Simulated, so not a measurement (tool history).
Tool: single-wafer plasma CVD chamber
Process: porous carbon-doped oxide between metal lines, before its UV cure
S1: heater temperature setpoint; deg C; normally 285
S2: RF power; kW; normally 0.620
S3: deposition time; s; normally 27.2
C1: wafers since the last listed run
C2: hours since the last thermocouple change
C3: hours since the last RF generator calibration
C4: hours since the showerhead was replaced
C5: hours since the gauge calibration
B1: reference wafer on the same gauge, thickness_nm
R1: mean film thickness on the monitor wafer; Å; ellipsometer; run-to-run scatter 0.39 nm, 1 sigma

| run | hour | S1 | S2 | S3 | C1 | C2 | C3 | C4 | C5 | B1 | R1 |
|---|---|---|---|---|---|---|---|---|---|---|---|
| 1 | 0.0 | 285 | 0.620 | 27.2 | 0 | 906.2 | 979.3 | 2737.4 | 115.3 | 212.995 | 1827.04 |
| 2 | 15.8 | 285 | 0.620 | 27.2 | 647 | 922.0 | 995.1 | 2753.2 | 131.1 | 213.007 | 1827.61 |
| 3 | 25.9 | 285 | 0.620 | 27.2 | 413 | 932.1 | 1005.2 | 2763.3 | 141.2 | 213.004 | 1818.61 |
| 4 | 42.2 | 285 | 0.620 | 27.2 | 667 | 948.4 | 1021.5 | 2779.6 | 157.5 | 212.980 | 1814.87 |
|  | 44.9 | gauge calibrated |
| 5 | 52.2 | 285 | 0.620 | 27.2 | 409 | 958.4 | 1031.5 | 2789.6 | 7.3 | 213.044 | 1818.03 |
| 6 | 66.9 | 291 | 0.620 | 27.2 | 602 | 973.1 | 1046.2 | 2804.3 | 22.0 | 213.083 | 1756.66 |
| 7 | 76.3 | 291 | 0.620 | 27.2 | 385 | 982.5 | 1055.6 | 2813.7 | 31.4 | 213.010 | 1753.72 |
| 8 | 92.0 | 291 | 0.620 | 27.2 | 643 | 998.2 | 1071.3 | 2829.4 | 47.1 | 213.043 | 1752.38 |
| 9 | 107.1 | 285 | 0.620 | 27.2 | 618 | 1013.3 | 1086.4 | 2844.5 | 62.2 | 212.955 | 1803.93 |
|  | 116.6 | showerhead replaced |
| 10 | 122.6 | 285 | 0.620 | 27.2 | 307 | 1028.8 | 1101.9 | 6.0 | 77.7 | 213.015 | 1796.81 |
|  | 155.6 | thermocouple changed; heater temperature recalibrated |
| 11 | 157.3 | 285 | 0.620 | 27.2 | 1094 | 1.7 | 1136.6 | 40.7 | 112.4 | 212.977 | 1833.36 |
| 12 | 168.0 | 293 | 0.690 | 27.2 | 438 | 12.4 | 1147.3 | 51.4 | 123.1 | 212.956 | 1882.33 |
| 13 | 178.7 | 300 | 0.530 | 23.5 | 438 | 23.1 | 1158.0 | 62.1 | 133.8 | 213.029 | 1315.92 |
| 14 | 217.2 | 299 | 0.620 | 27.2 | 1577 | 61.6 | 1196.5 | 100.6 | 172.3 | 213.011 | 1694.25 |
| 15 | 226.4 | 285 | 0.730 | 25.1 | 377 | 70.8 | 1205.7 | 109.8 | 181.5 | 212.984 | 1876.25 |
|  | 234.9 | gauge calibrated |
| 16 | 237.4 | 271 | 0.555 | 29.9 | 450 | 81.8 | 1216.7 | 120.8 | 2.5 | 212.975 | 1990.07 |
| 17 | 246.4 | 296 | 0.620 | 27.2 | 368 | 90.8 | 1225.7 | 129.8 | 11.5 | 213.046 | 1714.50 |
| 18 | 256.4 | 285 | 0.620 | 27.2 | 409 | 100.8 | 1235.7 | 139.8 | 21.5 | 213.078 | 1811.82 |
|  | 271.5 | RF generator calibrated |
| 19 | 272.0 | 285 | 0.620 | 27.2 | 311 | 116.4 | 0.5 | 155.4 | 37.1 | 213.015 | 1919.63 |

The next listed run, before its measurement:
| 20 | 284.5 | 280 | 0.705 | 22.1 | 512 | 128.9 | 13.0 | 167.9 | 49.6 | ? | ? |

B1: 212.949
R1: 1756.91 Å
The same run, on a tool lacking any hidden state, would have yielded R1 1793.13 Å.
